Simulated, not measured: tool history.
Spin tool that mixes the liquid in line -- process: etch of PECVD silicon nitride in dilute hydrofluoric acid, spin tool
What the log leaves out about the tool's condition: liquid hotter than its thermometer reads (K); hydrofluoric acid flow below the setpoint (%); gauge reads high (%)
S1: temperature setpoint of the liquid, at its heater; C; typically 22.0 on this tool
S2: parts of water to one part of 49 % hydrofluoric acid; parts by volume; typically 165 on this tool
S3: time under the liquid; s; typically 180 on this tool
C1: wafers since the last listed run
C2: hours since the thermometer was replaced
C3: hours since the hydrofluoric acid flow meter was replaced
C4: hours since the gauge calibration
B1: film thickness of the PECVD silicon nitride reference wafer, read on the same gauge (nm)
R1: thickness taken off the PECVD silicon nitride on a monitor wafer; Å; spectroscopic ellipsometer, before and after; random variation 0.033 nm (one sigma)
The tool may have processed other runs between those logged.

run 1 hour=0.0 | S1=22.0 S2=165 S3=180 | C1=0 C2=1878.3 C3=294.8 C4=151.0 | B1=129.975 | R1=20.59
run 2 hour=13.0 | S1=22.0 S2=165 S3=180 | C1=109 C2=1891.3 C3=307.8 C4=164.0 | B1=130.027 | R1=20.49
run 3 hour=25.7 | S1=22.0 S2=150 S3=180 | C1=107 C2=1904.0 C3=320.5 C4=176.7 | B1=129.973 | R1=22.79
run 4 hour=41.3 | S1=23.0 S2=165 S3=180 | C1=131 C2=1919.6 C3=336.1 C4=192.3 | B1=129.982 | R1=21.36
run 5 hour=58.5 | S1=23.0 S2=165 S3=180 | C1=145 C2=1936.8 C3=353.3 C4=209.5 | B1=129.997 | R1=21.90
run 6 hour=68.1 | S1=22.0 S2=165 S3=180 | C1=81 C2=1946.4 C3=362.9 C4=219.1 | B1=130.016 | R1=20.73
run 7 hour=76.2 | S1=22.0 S2=165 S3=180 | C1=68 C2=1954.5 C3=371.0 C4=227.2 | B1=130.017 | R1=20.49
run 8 hour=82.8 | S1=22.0 S2=220 S3=180 | C1=55 C2=1961.1 C3=377.6 C4=233.8 | B1=129.970 | R1=14.88
run 9 hour=92.5 | S1=22.0 S2=220 S3=180 | C1=81 C2=1970.8 C3=387.3 C4=243.5 | B1=130.009 | R1=15.31
run 10 hour=106.9 | S1=25.0 S2=165 S3=130 | C1=121 C2=1985.2 C3=401.7 C4=257.9 | B1=129.970 | R1=18.10
-- hour=124.1 hydrofluoric acid flow meter replaced
run 11 hour=124.6 | S1=22.0 S2=105 S3=180 | C1=141 C2=2002.9 C3=0.5 C4=275.6 | B1=130.044 | R1=35.37
-- hour=131.3 thermometer replaced
run 12 hour=132.4 | S1=22.0 S2=105 S3=180 | C1=57 C2=1.1 C3=8.3 C4=283.4 | B1=130.038 | R1=34.79
run 13 hour=144.1 | S1=22.0 S2=105 S3=180 | C1=98 C2=12.8 C3=20.0 C4=295.1 | B1=130.044 | R1=34.03
-- hour=159.4 gauge calibrated
run 14 hour=161.6 | S1=22.0 S2=165 S3=275 | C1=147 C2=30.3 C3=37.5 C4=2.2 | B1=129.982 | R1=34.08
run 15 hour=174.2 | S1=22.0 S2=165 S3=180 | C1=106 C2=42.9 C3=50.1 C4=14.8 | B1=130.006 | R1=21.87
run 16 hour=187.4 | S1=19.5 S2=165 S3=220 | C1=111 C2=56.1 C3=63.3 C4=28.0 | B1=129.967 | R1=22.80
run 17 hour=193.9 | S1=22.0 S2=150 S3=180 | C1=54 C2=62.6 C3=69.8 C4=34.5 | B1=130.040 | R1=24.43
run 18 hour=204.3 | S1=26.0 S2=165 S3=180 | C1=87 C2=73.0 C3=80.2 C4=44.9 | B1=130.019 | R1=29.07

Run 19 is up next; what results do you expect?
run 19 hour=219.0 | S1=24.0 S2=145 S3=180 | C1=124 C2=87.7 C3=94.9 C4=59.6 | B1=? | R1=?

{"run 19": {"B1": 130.009, "R1": 27.95}}
Minus the tool's unlogged condition, the same run would have read R1 29.06 Å.
